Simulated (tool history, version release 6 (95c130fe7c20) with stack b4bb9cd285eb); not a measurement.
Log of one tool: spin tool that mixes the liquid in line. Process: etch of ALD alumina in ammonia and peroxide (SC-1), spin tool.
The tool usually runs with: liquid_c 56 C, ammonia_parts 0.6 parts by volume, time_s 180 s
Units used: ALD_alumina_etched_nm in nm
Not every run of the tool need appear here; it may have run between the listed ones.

run,hour,liquid_c,ammonia_parts,time_s,wafers since the last listed run,hours since the thermometer was replaced,hours since the ammonia flow meter was replaced,hours since the heated supply line was repaired,hours since the drum of ammonia solution was connected,hours since the gauge calibration,"read-back film thickness of the ALD alumina reference wafer, read on the same gauge (nm)",ALD_alumina_etched_nm
1,0,64,0.6,180,0,2081.2,1484.2,414.1,659.3,260.2,69.99,11.55
2,32.8,64,0.6,180,326,2114,1517,446.9,692.1,293,70.03,11.57
3,61.7,64,0.6,180,287,2142.9,1545.9,475.8,721,321.9,70.05,11.64
4,84.6,56,0.6,180,227,2165.8,1568.8,498.7,743.9,344.8,69.98,7.6
5,113.4,56,0.6,180,286,2194.6,1597.6,527.5,772.7,373.6,69.98,7.63
6,128.2,56,0.6,180,147,2209.4,1612.4,542.3,787.5,388.4,69.99,7.55
7,211.5,56,0.6,180,829,2292.7,1695.7,625.6,870.8,471.7,69.94,7.57
# hour 215.7: heated supply line repaired
8,224.7,56,0.6,180,121,2305.9,1708.9,9,884,484.9,69.99,7.95
9,240,56,0.65,180,152,2321.2,1724.2,24.3,899.3,500.2,69.97,7.96
10,272.4,56,0.65,180,322,2353.6,1756.6,56.7,931.7,532.6,69.95,7.88
# hour 286.9: new drum of ammonia solution connected
11,290.6,56,0.75,180,171,2371.8,1774.8,74.9,3.7,550.8,70,8.07
# hour 299.6: thermometer replaced
12,311.9,56,0.75,180,202,12.3,1796.1,96.2,25,572.1,69.99,8.03
# hour 368.9: gauge calibrated
# hour 387.4: ammonia flow meter replaced
13,387.9,56,0.6,180,746,88.3,0.5,172.2,101,19,69.99,7.89
14,419.3,61.5,0.75,215,312,119.7,31.9,203.6,132.4,50.4,69.98,12.7
15,433.9,56,0.6,285,145,134.3,46.5,218.2,147,65,70.02,12.38
16,452.9,56,0.6,260,189,153.3,65.5,237.2,166,84,70.02,11.08
17,470.6,62,0.45,245,176,171,83.2,254.9,183.7,101.7,70.01,14.16
18,505.3,48,0.6,180,345,205.7,117.9,289.6,218.4,136.4,69.97,4.95
19,529.9,52,0.6,140,244,230.3,142.5,314.2,243,161,70.01,4.84
20,553.1,56,0.6,180,230,253.5,165.7,337.4,266.2,184.2,70,7.69
21,582.3,56,0.6,180,290,282.7,194.9,366.6,295.4,213.4,69.98,7.74
22,596.9,56,0.6,180,145,297.3,209.5,381.2,310,228,70,7.67
23,631.6,53,0.6,180,345,332,244.2,415.9,344.7,262.7,70,6.47
24,650.4,62.5,0.35,180,187,350.8,263,434.7,363.5,281.5,70.01,9.94

Alternative continuations, all from the tool just after run 24; predict every row:
A,650.9,56,0.6,180,4,351.3,263.5,435.2,364,282,?,?
B,650.9,47,0.6,125,4,351.3,263.5,435.2,364,282,?,?
C,650.9,49,0.9,80,4,351.3,263.5,435.2,364,282,?,?
D,650.9,50.5,0.6,260,4,351.3,263.5,435.2,364,282,?,?
E,650.9,60,0.5,150,4,351.3,263.5,435.2,364,282,?,?

run,"read-back film thickness of the ALD alumina reference wafer, read on the same gauge (nm)",ALD_alumina_etched_nm
A,69.97,7.53
B,69.97,3.19
C,69.97,2.37
D,69.97,8.07
E,69.97,7.61
Stripped of hidden state, with their random variation kept, the same runs would have yielded:
run,ALD_alumina_etched_nm
A,8.03
B,3.41
C,2.54
D,8.62
E,8.09

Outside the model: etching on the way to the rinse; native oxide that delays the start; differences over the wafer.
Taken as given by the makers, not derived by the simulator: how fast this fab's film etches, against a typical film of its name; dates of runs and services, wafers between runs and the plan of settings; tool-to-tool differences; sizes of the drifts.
